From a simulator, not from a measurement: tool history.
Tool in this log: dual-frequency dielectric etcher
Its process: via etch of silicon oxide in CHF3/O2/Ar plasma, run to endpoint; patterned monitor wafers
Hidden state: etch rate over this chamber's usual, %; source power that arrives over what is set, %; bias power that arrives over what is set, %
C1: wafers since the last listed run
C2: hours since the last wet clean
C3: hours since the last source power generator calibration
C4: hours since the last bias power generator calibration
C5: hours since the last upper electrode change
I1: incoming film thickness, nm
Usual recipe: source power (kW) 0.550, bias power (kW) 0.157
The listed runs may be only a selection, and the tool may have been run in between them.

run 1 hour=0.0 | source_power_(kW)=0.460 bias_power_(kW)=0.157 | C1=0 C2=432.0 C3=3202.0 C4=1507.4 C5=5519.3 | I1=433.7 | endpoint_time_(s)=285.7
-- hour=32.4 wet clean of the chamber
run 2 hour=86.3 | source_power_(kW)=0.460 bias_power_(kW)=0.157 | C1=286 C2=53.9 C3=3288.3 C4=1593.7 C5=5605.6 | I1=427.8 | endpoint_time_(s)=275.3
run 3 hour=162.4 | source_power_(kW)=0.460 bias_power_(kW)=0.157 | C1=349 C2=130.0 C3=3364.4 C4=1669.8 C5=5681.7 | I1=431.3 | endpoint_time_(s)=279.2
run 4 hour=232.9 | source_power_(kW)=0.500 bias_power_(kW)=0.157 | C1=324 C2=200.5 C3=3434.9 C4=1740.3 C5=5752.2 | I1=433.3 | endpoint_time_(s)=269.2
run 5 hour=309.5 | source_power_(kW)=0.550 bias_power_(kW)=0.157 | C1=352 C2=277.1 C3=3511.5 C4=1816.9 C5=5828.8 | I1=429.9 | endpoint_time_(s)=256.9
run 6 hour=394.7 | source_power_(kW)=0.550 bias_power_(kW)=0.157 | C1=391 C2=362.3 C3=3596.7 C4=1902.1 C5=5914.0 | I1=431.0 | endpoint_time_(s)=259.6
-- hour=457.6 upper electrode replaced
-- hour=503.8 wet clean of the chamber
run 7 hour=504.3 | source_power_(kW)=0.550 bias_power_(kW)=0.157 | C1=283 C2=0.5 C3=3706.3 C4=2011.7 C5=46.7 | I1=430.9 | endpoint_time_(s)=254.9
run 8 hour=570.6 | source_power_(kW)=0.650 bias_power_(kW)=0.157 | C1=304 C2=66.8 C3=3772.6 C4=2078.0 C5=113.0 | I1=432.3 | endpoint_time_(s)=239.6
-- hour=600.0 bias power generator calibrated
-- hour=629.3 source power generator calibrated
run 9 hour=659.0 | source_power_(kW)=0.650 bias_power_(kW)=0.157 | C1=369 C2=155.2 C3=29.7 C4=59.0 C5=201.4 | I1=428.3 | endpoint_time_(s)=237.6

What will run 10 give?
run 10 hour=796.8 | source_power_(kW)=0.490 bias_power_(kW)=0.183 | C1=633 C2=293.0 C3=167.5 C4=196.8 C5=339.2 | I1=429.3 | endpoint_time_(s)=?

endpoint time (s): 255.8
Without the tool's hidden state the same run would have given endpoint time (s) 251.3.
